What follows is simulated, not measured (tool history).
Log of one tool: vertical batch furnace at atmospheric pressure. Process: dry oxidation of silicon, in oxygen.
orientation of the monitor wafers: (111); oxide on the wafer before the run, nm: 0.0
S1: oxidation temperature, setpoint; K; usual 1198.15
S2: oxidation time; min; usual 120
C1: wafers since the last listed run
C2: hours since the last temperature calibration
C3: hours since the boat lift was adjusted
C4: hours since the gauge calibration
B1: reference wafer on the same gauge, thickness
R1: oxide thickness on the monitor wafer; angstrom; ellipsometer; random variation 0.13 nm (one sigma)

run	hour	S1	S2	C1	C2	C3	C4	B1	R1
1	0	1179.15	84.5	0	1165.5	1275.5	1923.6	74.68	408.2
2	103.6	1198.15	97.5	1231	1269.1	1379.1	2027.2	74.65	543.1
3	152.6	1198.15	97.5	582	1318.1	1428.1	2076.2	74.64	544.1
4	399	1198.15	97.5	2929	1564.5	1674.5	2322.6	74.73	544.2
5	467	1198.15	120	808	1632.5	1742.5	2390.6	74.7	630.8
6	511.7	1198.15	120	531	1677.2	1787.2	2435.3	74.74	627.1
7	587	1198.15	120	895	1752.5	1862.5	2510.6	74.65	627
8	839.5	1198.15	120	3002	2005	2115	2763.1	74.71	625.5
9	903.1	1198.15	120	756	2068.6	2178.6	2826.7	74.74	624.6
# hour 1083.3: gauge calibrated
# hour 1203.4: thermocouples replaced and temperature profile calibrated
10	1203.9	1198.15	120	3291	0.5	2479.4	120.6	74.68	625.2
11	1234.8	1198.15	149	367	31.4	2510.3	151.5	74.68	721.6
12	1334.8	1198.15	149	1188	131.4	2610.3	251.5	74.69	723.4
13	1378.5	1198.15	149	519	175.1	2654	295.2	74.66	724.4
14	1445.8	1198.15	120	800	242.4	2721.3	362.5	74.76	621.4
15	1539.6	1198.15	120	1115	336.2	2815.1	456.3	74.73	623
16	1611.5	1198.15	120	854	408.1	2887	528.2	74.68	619.8
17	1717.9	1179.15	82	1265	514.5	2993.4	634.6	74.67	392.6
18	1766.1	1179.15	82	573	562.7	3041.6	682.8	74.7	394.3
# hour 1881.1: boat lift adjusted
19	1881.6	1198.15	120	1087	678.2	0.5	798.3	74.67	633.7
20	1942.4	1186.15	168.5	722	739	61.3	859.1	74.71	708.7
21	2101.2	1179.15	120	1888	897.8	220.1	1017.9	74.66	522.7
22	2208.3	1219.15	176.5	1273	1004.9	327.2	1125	74.69	979.5
23	2266.6	1219.15	174	693	1063.2	385.5	1183.3	74.72	971.9
24	2337.1	1219.15	76.5	838	1133.7	456	1253.8	74.75	554.3
25	2428.2	1209.15	70	1083	1224.8	547.1	1344.9	74.7	480.2

Run 26 comes next. What will it give?
26	2510.6	1181.15	61	979	1307.2	629.5	1427.3	?	?

Run 26 gave B1 74.7, R1 332.4 angstrom.
Without the tool's hidden state the same run would have given R1 333 angstrom.
